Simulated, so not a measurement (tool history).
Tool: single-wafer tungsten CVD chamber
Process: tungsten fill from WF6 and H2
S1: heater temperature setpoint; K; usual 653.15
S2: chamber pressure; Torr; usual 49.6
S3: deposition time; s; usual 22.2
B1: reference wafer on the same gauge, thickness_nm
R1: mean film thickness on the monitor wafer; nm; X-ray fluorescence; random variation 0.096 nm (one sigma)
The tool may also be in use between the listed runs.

run	hour	S1	S2	S3	B1	R1
1	0	653.15	49.6	19.1	53.867	51.259
2	7.1	653.15	49.6	19.1	53.897	51.495
3	21.6	653.15	49.6	19.1	53.884	51.242
4	38.2	653.15	49.6	22.2	53.883	59.488
5	55.1	653.15	49.6	22.2	53.878	59.758
6	63.9	653.15	49.6	22.2	53.896	59.605
7	71.2	653.15	49.6	22.2	53.888	59.629
8	79.4	653.15	49.6	22.2	53.904	59.533
9	93.1	653.15	49.6	22.2	53.924	59.774
10	105.8	653.15	49.6	22.2	53.898	59.872
11	117.7	653.15	49.6	22.2	53.909	59.726
12	123.8	653.15	49.6	22.2	53.901	59.62
13	131.6	653.15	46.6	22.2	53.899	57.201
14	138.8	653.15	46.6	22.2	53.903	57.513
# hour 148.9: thermocouple changed; heater temperature recalibrated
15	155.4	653.15	46.6	22.2	53.888	56.236
# hour 158.4: gauge calibrated
16	200.3	658.15	49.6	24.8	53.921	73.28
17	210	658.15	49.6	24.8	53.9	73.381
18	221.3	653.15	49.6	22.2	53.917	58.696
19	227.3	653.15	38.3	25.9	53.895	58.156
# hour 257.8: showerhead replaced
# hour 265.1: capacitance manometer re-zeroed and calibrated
20	265.6	641.15	49.6	22.2	53.901	46.294
21	274.5	664.15	56.2	20.5	53.891	78.21
22	283.1	647.15	38.7	23.9	53.888	49.504
23	290.8	658.15	39.4	24.2	53.909	65.452
24	312.6	647.15	38.7	23.9	53.898	49.529
25	323	642.15	49.6	23.6	53.902	50.567
26	332.5	653.15	49.6	22.2	53.878	61.836
27	345.5	653.15	49.6	18.8	53.929	52.374
28	364.8	665.15	45.8	20.4	53.903	70.808
29	377.1	666.15	56.2	18.2	53.912	72.738
30	393.6	659.15	49.6	25.1	53.896	80.043
31	408.6	663.15	61.3	17.8	53.902	69.748
32	423	642.15	49.6	23.6	53.894	50.605
33	438.7	643.15	49.6	19.8	53.909	43.545
34	449.5	657.15	49.6	20	53.904	61.06
35	458.6	653.15	53.4	22.2	53.903	64.617

Forecast each of these 3 alternatives for the next run:
A	459	653.15	49.6	22.2	?	?
B	459	639.15	49.6	25.5	?	?
C	459	641.15	44.7	22.2	?	?

run	B1	R1
A	53.893	62.051
B	53.893	51.032
C	53.893	43.808
Without the tool's hidden state the same runs would have given:
run	R1
A	61.703
B	50.706
C	43.534

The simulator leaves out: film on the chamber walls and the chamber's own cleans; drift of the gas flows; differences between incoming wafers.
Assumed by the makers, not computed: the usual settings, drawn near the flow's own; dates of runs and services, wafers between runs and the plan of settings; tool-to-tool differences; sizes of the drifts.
